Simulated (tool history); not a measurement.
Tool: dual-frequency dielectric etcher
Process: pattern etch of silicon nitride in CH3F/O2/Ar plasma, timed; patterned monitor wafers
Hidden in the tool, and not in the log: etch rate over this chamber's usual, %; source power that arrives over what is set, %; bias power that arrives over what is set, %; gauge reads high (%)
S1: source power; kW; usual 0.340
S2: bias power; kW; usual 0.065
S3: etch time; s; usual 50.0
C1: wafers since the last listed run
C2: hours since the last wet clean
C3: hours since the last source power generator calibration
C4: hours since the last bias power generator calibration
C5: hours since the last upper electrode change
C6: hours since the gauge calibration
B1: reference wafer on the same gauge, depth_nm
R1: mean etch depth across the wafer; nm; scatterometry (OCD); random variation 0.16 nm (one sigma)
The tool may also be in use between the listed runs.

Run 1, hour 0.0: usual settings; C1 0; C2 361.0; C3 4970.3; C4 3072.5; C5 2805.2; C6 533.3; B1 33.89. Result: R1 30.88 nm.
Run 2, hour 8.8: usual settings; C1 60; C2 369.8; C3 4979.1; C4 3081.3; C5 2814.0; C6 542.1; B1 33.88. Result: R1 31.35 nm.
Run 3, hour 18.1: usual settings; C1 64; C2 379.1; C3 4988.4; C4 3090.6; C5 2823.3; C6 551.4; B1 33.91. Result: R1 30.97 nm.
Run 4, hour 24.1: usual settings; C1 41; C2 385.1; C3 4994.4; C4 3096.6; C5 2829.3; C6 557.4; B1 33.95. Result: R1 31.19 nm.
Run 5, hour 31.8: usual settings but S2 0.074 kW; C1 53; C2 392.8; C3 5002.1; C4 3104.3; C5 2837.0; C6 565.1; B1 33.86. Result: R1 32.28 nm.
Run 6, hour 48.9: usual settings but S2 0.074 kW; C1 118; C2 409.9; C3 5019.2; C4 3121.4; C5 2854.1; C6 582.2; B1 33.90. Result: R1 31.95 nm.
Run 7, hour 62.2: usual settings but S2 0.074 kW; C1 91; C2 423.2; C3 5032.5; C4 3134.7; C5 2867.4; C6 595.5; B1 33.96. Result: R1 32.18 nm.
At hour 72.2: source power generator calibrated.
At hour 99.0: wet clean of the chamber.
Run 8, hour 99.5: usual settings but S1 0.310 kW, S2 0.052 kW, S3 42.0 s; C1 64; C2 0.5; C3 27.3; C4 3172.0; C5 2904.7; C6 632.8; B1 33.92. Result: R1 24.43 nm.
Run 9, hour 99.8: usual settings; C1 2; C2 0.8; C3 27.6; C4 3172.3; C5 2905.0; C6 633.1; B1 33.88. Result: R1 31.48 nm.
Run 10, hour 100.2: usual settings but S1 0.410 kW, S2 0.057 kW, S3 54.0 s; C1 2; C2 1.2; C3 28.0; C4 3172.7; C5 2905.4; C6 633.5; B1 33.93. Result: R1 34.72 nm.
Run 11, hour 114.2: usual settings; C1 96; C2 15.2; C3 42.0; C4 3186.7; C5 2919.4; C6 647.5; B1 33.87. Result: R1 31.67 nm.
Run 12, hour 127.2: usual settings but S2 0.055 kW; C1 89; C2 28.2; C3 55.0; C4 3199.7; C5 2932.4; C6 660.5; B1 33.90. Result: R1 30.02 nm.
Run 13, hour 136.5: usual settings; C1 64; C2 37.5; C3 64.3; C4 3209.0; C5 2941.7; C6 669.8; B1 33.86. Result: R1 31.20 nm.
Run 14, hour 148.4: usual settings but S2 0.058 kW, S3 59.0 s; C1 82; C2 49.4; C3 76.2; C4 3220.9; C5 2953.6; C6 681.7; B1 33.94. Result: R1 36.42 nm.
Run 15, hour 161.5: usual settings but S3 62.0 s; C1 90; C2 62.5; C3 89.3; C4 3234.0; C5 2966.7; C6 694.8; B1 33.93. Result: R1 39.04 nm.
Run 16, hour 177.1: usual settings but S3 41.0 s; C1 107; C2 78.1; C3 104.9; C4 3249.6; C5 2982.3; C6 710.4; B1 33.96. Result: R1 25.91 nm.
Run 17, hour 185.7: usual settings but S1 0.410 kW; C1 59; C2 86.7; C3 113.5; C4 3258.2; C5 2990.9; C6 719.0; B1 33.91. Result: R1 33.03 nm.
At hour 190.3: bias power generator calibrated.
At hour 213.0: gauge calibrated.
At hour 216.3: upper electrode replaced.
Run 18, hour 216.8: usual settings; C1 21; C2 117.8; C3 144.6; C4 26.5; C5 0.5; C6 3.8; B1 33.88. Result: R1 31.24 nm.
Run 19, hour 217.1: usual settings but S2 0.075 kW, S3 63.0 s; C1 2; C2 118.1; C3 144.9; C4 26.8; C5 0.8; C6 4.1; B1 33.86. Result: R1 41.30 nm.
Run 20, hour 253.8: usual settings but S1 0.310 kW; C1 253; C2 154.8; C3 181.6; C4 63.5; C5 37.5; C6 40.8; B1 33.91. Result: R1 30.47 nm.
Run 21, hour 262.1: usual settings but S2 0.081 kW; C1 57; C2 163.1; C3 189.9; C4 71.8; C5 45.8; C6 49.1; B1 33.88. Result: R1 33.38 nm.
Run 22, hour 273.9: usual settings but S1 0.290 kW, S2 0.072 kW, S3 41.0 s; C1 81; C2 174.9; C3 201.7; C4 83.6; C5 57.6; C6 60.9; B1 33.89. Result: R1 25.34 nm.
Run 23, hour 290.9: usual settings but S1 0.270 kW, S3 40.5 s; C1 117; C2 191.9; C3 218.7; C4 100.6; C5 74.6; C6 77.9; B1 33.92. Result: R1 23.91 nm.
Run 24, hour 326.4: usual settings but S1 0.390 kW, S2 0.061 kW, S3 44.0 s; C1 244; C2 227.4; C3 254.2; C4 136.1; C5 110.1; C6 113.4; B1 33.95. Result: R1 28.02 nm.
Run 25, hour 333.4: usual settings but S2 0.078 kW; C1 48; C2 234.4; C3 261.2; C4 143.1; C5 117.1; C6 120.4; B1 33.91. Result: R1 32.83 nm.
Run 26, hour 343.6: usual settings but S1 0.300 kW, S2 0.056 kW, S3 36.5 s; C1 70; C2 244.6; C3 271.4; C4 153.3; C5 127.3; C6 130.6; B1 33.90. Result: R1 21.04 nm.
Run 27, hour 352.8: usual settings but S1 0.260 kW, S2 0.079 kW, S3 43.5 s; C1 63; C2 253.8; C3 280.6; C4 162.5; C5 136.5; C6 139.8; B1 33.92. Result: R1 26.80 nm.
Run 28, hour 362.1: usual settings but S3 55.5 s; C1 64; C2 263.1; C3 289.9; C4 171.8; C5 145.8; C6 149.1; B1 33.89. Result: R1 34.52 nm.
Run 29, hour 368.4: usual settings but S3 54.0 s; C1 43; C2 269.4; C3 296.2; C4 178.1; C5 152.1; C6 155.4; B1 33.91. Result: R1 33.63 nm.
Run 30, hour 379.4: usual settings but S3 64.0 s; C1 75; C2 280.4; C3 307.2; C4 189.1; C5 163.1; C6 166.4; B1 33.90. Result: R1 39.95 nm.
Run 31, hour 394.2: usual settings but S2 0.051 kW, S3 54.0 s; C1 102; C2 295.2; C3 322.0; C4 203.9; C5 177.9; C6 181.2; B1 33.82. Result: R1 31.64 nm.

What the log doesn't show, run by run:
source power that arrives over what is set, %: 0 in every run
bias power that arrives over what is set, %: 0 in every run
gauge reads high (%): 0 in every run
H1: etch rate over this chamber's usual, %
run       H1
  1     -1.1
  2    -1.14
  3    -1.17
  4     -1.2
  5    -1.23
  6     -1.3
  7    -1.35
  8    0.206
  9    0.205
 10    0.203
 11    0.148
 12   0.0964
 13   0.0596
 14   0.0124
 15  -0.0394
 16   -0.101
 17   -0.135
 18   -0.258
 19    -0.26
 20   -0.405
 21   -0.438
 22   -0.485
 23   -0.552
 24   -0.692
 25    -0.72
 26   -0.761
 27   -0.797
 28   -0.834
 29   -0.859
 30   -0.902
 31   -0.961

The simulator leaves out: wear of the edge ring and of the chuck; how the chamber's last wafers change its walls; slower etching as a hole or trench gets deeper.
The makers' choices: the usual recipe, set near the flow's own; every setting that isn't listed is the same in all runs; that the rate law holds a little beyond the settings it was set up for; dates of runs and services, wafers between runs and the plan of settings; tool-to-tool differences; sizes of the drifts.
